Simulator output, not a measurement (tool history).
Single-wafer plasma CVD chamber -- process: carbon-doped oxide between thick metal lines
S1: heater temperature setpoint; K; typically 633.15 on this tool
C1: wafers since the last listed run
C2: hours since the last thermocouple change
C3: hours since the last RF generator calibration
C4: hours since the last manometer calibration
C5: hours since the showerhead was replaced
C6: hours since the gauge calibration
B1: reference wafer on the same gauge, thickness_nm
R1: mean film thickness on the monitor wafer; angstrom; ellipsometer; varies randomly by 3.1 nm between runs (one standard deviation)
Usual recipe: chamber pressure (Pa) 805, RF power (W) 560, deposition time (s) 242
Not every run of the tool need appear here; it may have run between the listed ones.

run 1 hour=0 | S1=629.15 chamber_pressure_(Pa)=805 RF_power_(W)=560 deposition_time_(s)=242 | C1=0 C2=1942.2 C3=1760.3 C4=2401.2 C5=4857.2 C6=53.1 | B1=1500.869 | R1=12913.62
run 2 hour=19.7 | S1=629.15 chamber_pressure_(Pa)=805 RF_power_(W)=560 deposition_time_(s)=242 | C1=124 C2=1961.9 C3=1780 C4=2420.9 C5=4876.9 C6=72.8 | B1=1499.485 | R1=12872.8
run 3 hour=53.2 | S1=633.15 chamber_pressure_(Pa)=805 RF_power_(W)=605 deposition_time_(s)=242 | C1=211 C2=1995.4 C3=1813.5 C4=2454.4 C5=4910.4 C6=106.3 | B1=1500.14 | R1=13431.91
run 4 hour=67.5 | S1=633.15 chamber_pressure_(Pa)=805 RF_power_(W)=605 deposition_time_(s)=242 | C1=90 C2=2009.7 C3=1827.8 C4=2468.7 C5=4924.7 C6=120.6 | B1=1500.476 | R1=13441.31
run 5 hour=90 | S1=633.15 chamber_pressure_(Pa)=805 RF_power_(W)=650 deposition_time_(s)=242 | C1=142 C2=2032.2 C3=1850.3 C4=2491.2 C5=4947.2 C6=143.1 | B1=1499.125 | R1=13975.91
run 6 hour=123.6 | S1=633.15 chamber_pressure_(Pa)=805 RF_power_(W)=650 deposition_time_(s)=242 | C1=212 C2=2065.8 C3=1883.9 C4=2524.8 C5=4980.8 C6=176.7 | B1=1500.217 | R1=14022.72
-- hour=146.7 capacitance manometer re-zeroed and calibrated
run 7 hour=147.2 | S1=627.15 chamber_pressure_(Pa)=805 RF_power_(W)=560 deposition_time_(s)=242 | C1=98 C2=2089.4 C3=1907.5 C4=0.5 C5=5004.4 C6=200.3 | B1=1498.655 | R1=12888.3
-- hour=169.2 thermocouple changed; heater temperature recalibrated
run 8 hour=173.8 | S1=642.15 chamber_pressure_(Pa)=805 RF_power_(W)=500 deposition_time_(s)=242 | C1=117 C2=4.6 C3=1934.1 C4=27.1 C5=5031 C6=226.9 | B1=1500.491 | R1=11456.66
run 9 hour=188.8 | S1=633.15 chamber_pressure_(Pa)=805 RF_power_(W)=560 deposition_time_(s)=269 | C1=94 C2=19.6 C3=1949.1 C4=42.1 C5=5046 C6=241.9 | B1=1500.272 | R1=14108.65
-- hour=211.2 RF generator calibrated
run 10 hour=215.6 | S1=633.15 chamber_pressure_(Pa)=805 RF_power_(W)=560 deposition_time_(s)=209 | C1=118 C2=46.4 C3=4.4 C4=68.9 C5=5072.8 C6=268.7 | B1=1500.071 | R1=11652.21
-- hour=239.6 showerhead replaced, of another model than before
run 11 hour=240.1 | S1=618.15 chamber_pressure_(Pa)=805 RF_power_(W)=455 deposition_time_(s)=203 | C1=104 C2=70.9 C3=28.9 C4=93.4 C5=0.5 C6=293.2 | B1=1500.263 | R1=9204.21
run 12 hour=257.5 | S1=633.15 chamber_pressure_(Pa)=805 RF_power_(W)=650 deposition_time_(s)=242 | C1=110 C2=88.3 C3=46.3 C4=110.8 C5=17.9 C6=310.6 | B1=1499.686 | R1=15351.86
run 13 hour=270.2 | S1=633.15 chamber_pressure_(Pa)=805 RF_power_(W)=560 deposition_time_(s)=285 | C1=80 C2=101 C3=59 C4=123.5 C5=30.6 C6=323.3 | B1=1500.217 | R1=15719.67
-- hour=299.2 gauge calibrated
run 14 hour=376.2 | S1=633.15 chamber_pressure_(Pa)=805 RF_power_(W)=560 deposition_time_(s)=242 | C1=670 C2=207 C3=165 C4=229.5 C5=136.6 C6=77 | B1=1500.336 | R1=13205.58

Give the tool's hidden conditions for every run:
wafer temperature above the value expected at the setpoint (K): 0 across all the runs
true pressure above the setpoint (%): 0 across all the runs
gauge reads high (%): 0 across all the runs
H1: delivered RF power above the setpoint (%)
run=1 H1=-8.59
run=2 H1=-8.61
run=3 H1=-8.63
run=4 H1=-8.64
run=5 H1=-8.66
run=6 H1=-8.68
run=7 H1=-8.69
run=8 H1=-8.71
run=9 H1=-8.72
run=10 H1=-0.257
run=11 H1=-0.584
run=12 H1=-0.807
run=13 H1=-0.967
run=14 H1=-2.18

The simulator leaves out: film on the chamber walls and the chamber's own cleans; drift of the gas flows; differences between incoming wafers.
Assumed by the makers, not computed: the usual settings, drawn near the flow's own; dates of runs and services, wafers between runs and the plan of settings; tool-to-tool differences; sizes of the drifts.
